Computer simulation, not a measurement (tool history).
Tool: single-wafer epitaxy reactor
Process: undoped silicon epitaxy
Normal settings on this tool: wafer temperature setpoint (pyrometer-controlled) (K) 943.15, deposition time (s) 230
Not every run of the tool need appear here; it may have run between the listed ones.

run	hour	wafer temperature setpoint (pyrometer-controlled) (K)	deposition time (s)	wafers since the last listed run	hours since the last pyrometer calibration	hours since the gauge calibration	read-back reference wafer on the same gauge, thickness_nm	mean film thickness on the monitor wafer (nm)
1	0.0	936.15	230	0	1031.0	232.7	52.968	52.103
2	35.9	936.15	230	275	1066.9	268.6	53.081	52.324
3	50.4	947.15	230	111	1081.4	283.1	53.059	67.849
4	82.8	947.15	230	249	1113.8	315.5	53.283	68.373
5	113.1	943.15	211	232	1144.1	345.8	53.342	56.959
6	125.6	943.15	211	96	1156.6	358.3	53.347	57.036
7	150.7	943.15	211	192	1181.7	383.4	53.490	57.242
8	173.4	946.15	230	174	1204.4	406.1	53.630	67.488
# hour 185.8: gauge calibrated
9	193.3	946.15	230	152	1224.3	7.5	52.706	65.794
10	216.0	943.15	230	174	1247.0	30.2	52.688	61.883
11	237.4	943.15	230	164	1268.4	51.6	52.706	61.479
12	258.4	943.15	230	161	1289.4	72.6	52.714	61.765
13	278.3	953.15	212	152	1309.3	92.5	52.786	71.409
14	299.8	946.15	230	165	1330.8	114.0	52.779	65.845
15	317.4	943.15	230	135	1348.4	131.6	52.731	62.001
16	349.2	948.15	230	244	1380.2	163.4	52.860	69.075
17	367.1	931.15	199	137	1398.1	181.3	52.938	40.100
18	396.9	956.15	252	229	1427.9	211.1	53.035	91.333
# hour 437.9: pyrometer calibrated
19	438.4	931.15	230	257	0.5	252.6	52.984	46.430
20	465.7	943.15	230	209	27.8	279.9	53.099	61.589
21	495.7	937.15	256	230	57.8	309.9	53.231	60.024
22	527.1	939.15	264	241	89.2	341.3	53.246	64.728
# hour 536.1: gauge calibrated
23	546.2	956.15	230	146	108.3	10.1	52.713	83.328
24	570.2	943.15	230	184	132.3	34.1	52.685	61.274
25	590.3	943.15	230	154	152.4	54.2	52.694	61.695

What if the next run were any one of these 3? Each begins from the tool's condition after run 25:
A	590.8	934.15	230	3	152.9	54.7	?	?
B	590.8	939.15	245	3	152.9	54.7	?	?
C	590.8	950.15	192	3	152.9	54.7	?	?

run	read-back reference wafer on the same gauge, thickness_nm	mean film thickness on the monitor wafer (nm)
A	52.738	49.372
B	52.738	59.350
C	52.738	60.371
Stripped of hidden state, with their random variation kept, the same runs would have yielded:
run	mean film thickness on the monitor wafer (nm)
A	49.362
B	59.337
C	60.358

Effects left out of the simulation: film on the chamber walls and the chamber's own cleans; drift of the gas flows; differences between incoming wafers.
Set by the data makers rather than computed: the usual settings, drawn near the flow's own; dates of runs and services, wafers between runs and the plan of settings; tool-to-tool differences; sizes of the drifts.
